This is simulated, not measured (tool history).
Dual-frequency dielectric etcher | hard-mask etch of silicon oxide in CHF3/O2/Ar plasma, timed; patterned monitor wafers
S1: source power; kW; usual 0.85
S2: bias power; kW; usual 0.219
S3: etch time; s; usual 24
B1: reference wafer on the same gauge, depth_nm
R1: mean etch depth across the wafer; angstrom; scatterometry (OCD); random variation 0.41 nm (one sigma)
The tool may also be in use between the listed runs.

run     day    S1     S2    S3    B1   R1
  1       0  0.85  0.219    24  52.9  615
  2     0.5  0.85  0.241    24  52.8  638
  3   0.812  0.85  0.241    24  52.8  651
      2.183  -- wet clean of the chamber
  4   2.204  0.85  0.219    24    53  639
  5   2.217  0.85  0.185    24  52.8  585
  6   3.308  0.85  0.219    24  52.8  637
       3.65  -- gauge calibrated
  7   3.767  0.85  0.219    24  52.8  638
  8   4.283  0.85  0.219    24  52.8  640
  9   4.675  0.65  0.181    28  52.8  620
 10   4.971  1.05  0.219    24  52.9  679
      6.121  -- bias power generator calibrated
      6.258  -- upper electrode replaced
 11   6.279  1.01  0.219    26  52.8  740
 12   6.292  0.85  0.219    24  52.8  647
 13   6.304  0.67  0.233  27.5  52.7  685
 14   6.717  0.66  0.175  17.5  52.9  388
      8.429  -- wet clean of the chamber, repeated, since the last time left the tool worse
 15    8.45  0.85  0.219  29.5  52.7  744
 16   8.462  0.66  0.195  21.5  52.7  470
 17       9  0.85  0.219  29.5  52.7  746
 18   9.729  1.02  0.219    20  52.9  538
 19  10.233  0.85  0.219    24  52.8  603
 20  10.804  0.76  0.244  20.5  52.7  519
 21  11.158  0.85  0.183    29  52.8  678
 22  11.812  0.96  0.254  28.5  52.9  801
 23  12.508  0.96  0.219    27  52.8  715
 24  12.938  0.85  0.219    24  52.8  601
 25  13.575  0.85  0.219  17.5  52.8  440
 26  13.954     1  0.219    24  52.8  645
 27  14.588  0.85  0.177  28.5  52.8  656
 28  15.279  0.85  0.219    24  52.8  621
 29  15.762  0.65  0.219    24  52.8  557

The tool's hidden state at each run:
source power that arrives over what is set, %: 0 in every run
bias power that arrives over what is set, %: 0 in every run
gauge reads high (%): 0 in every run
H1: etch rate over this chamber's usual, %
run     H1
  1   3.03
  2   3.12
  3   3.18
  4   5.77
  5   5.77
  6   5.96
  7   6.05
  8   6.14
  9   6.21
 10   6.27
 11    6.5
 12   6.51
 13   6.51
 14   6.58
 15  0.478
 16   0.48
 17  0.577
 18  0.709
 19  0.801
 20  0.904
 21  0.968
 22   1.09
 23   1.21
 24   1.29
 25   1.41
 26   1.47
 27   1.59
 28   1.71
 29    1.8

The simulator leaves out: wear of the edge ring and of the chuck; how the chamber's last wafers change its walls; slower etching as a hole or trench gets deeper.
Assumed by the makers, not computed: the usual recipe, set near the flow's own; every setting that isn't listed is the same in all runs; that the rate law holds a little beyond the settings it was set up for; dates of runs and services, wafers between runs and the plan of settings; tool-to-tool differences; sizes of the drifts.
